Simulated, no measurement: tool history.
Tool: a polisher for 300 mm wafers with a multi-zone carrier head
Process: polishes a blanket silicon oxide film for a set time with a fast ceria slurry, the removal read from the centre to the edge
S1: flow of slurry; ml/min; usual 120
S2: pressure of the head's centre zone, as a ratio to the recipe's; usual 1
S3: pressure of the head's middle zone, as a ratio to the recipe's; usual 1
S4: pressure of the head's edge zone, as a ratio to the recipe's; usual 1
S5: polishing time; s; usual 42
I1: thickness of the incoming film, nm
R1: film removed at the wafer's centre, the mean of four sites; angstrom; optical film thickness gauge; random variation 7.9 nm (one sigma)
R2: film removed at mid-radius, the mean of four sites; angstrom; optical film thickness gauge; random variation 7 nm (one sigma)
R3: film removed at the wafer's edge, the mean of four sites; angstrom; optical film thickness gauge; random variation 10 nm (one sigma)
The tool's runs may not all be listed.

run   hour   S1    S2    S3    S4  S5      I1    R1    R2    R3
  1      0  120     1     1     1  42  2094.4  6095  5918  5891
  2      9  120  0.96  0.88  1.06  42  2066.8  6003  5338  6166
  3   18.5   80     1     1  1.07  42  2092.3  5631  5498  5792
  4   35.2  140   1.1     1  0.91  42  2084.9  6618  5923  5888
      39.8  -- worn pad replaced by a new one
  5   47.7  120     1     1     1  42  2099.3  6958  6348  6690
  6   55.8  145     1     1     1  42  2087.1  7072  6394  6743
  7   66.2  120  1.05   1.1     1  42  2080.7  6743  6803  6560
      69.5  -- edge zone pressure recalibrated
  8   82.9  120     1     1     1  42  2112.2  6438  6015  6296
  9  112.3  135  0.92     1     1  42  2092.8  6147  6135  6072
 10  123.4  120     1     1     1  42  2088.1  6418  5867  6096
 11  140.2  120  0.92     1     1  42  2096.5  5776  5861  6036
       154  -- worn pad replaced by a new one
 12  157.1  120     1     1     1  54  2078.1  8895  8234  8701
 13    171  120     1     1     1  42  2092.8  6786  6291  6613
 14  180.8  120     1     1     1  42  2093.3  6725  6241  6504
 15  193.1  120     1     1     1  33  2119.5  4968  4657  4927
 16  202.8  120     1     1     1  42  2082.7  6407  6039  6354
 17  218.1  135     1     1     1  42  2067.5  6504  5870  6198
 18  235.2  120     1     1     1  42    2108  6297  5813  6141
 19  250.8  120     1     1     1  34  2061.7  5127  4744  4929
 20  260.5  120  1.06     1     1  42    2073  6450  5822  6011
 21  268.2  145     1  0.92     1  42  2103.3  6446  5646  6189

The next listed run, before its measurement:
 22  281.7  155   1   1   1  47  2054.9   ?   ?   ?

R1: 7138 angstrom
R2: 6617 angstrom
R3: 6880 angstrom
Without the tool's hidden state the same run would have given R1 8030 angstrom, R2 7634 angstrom, R3 7937 angstrom.

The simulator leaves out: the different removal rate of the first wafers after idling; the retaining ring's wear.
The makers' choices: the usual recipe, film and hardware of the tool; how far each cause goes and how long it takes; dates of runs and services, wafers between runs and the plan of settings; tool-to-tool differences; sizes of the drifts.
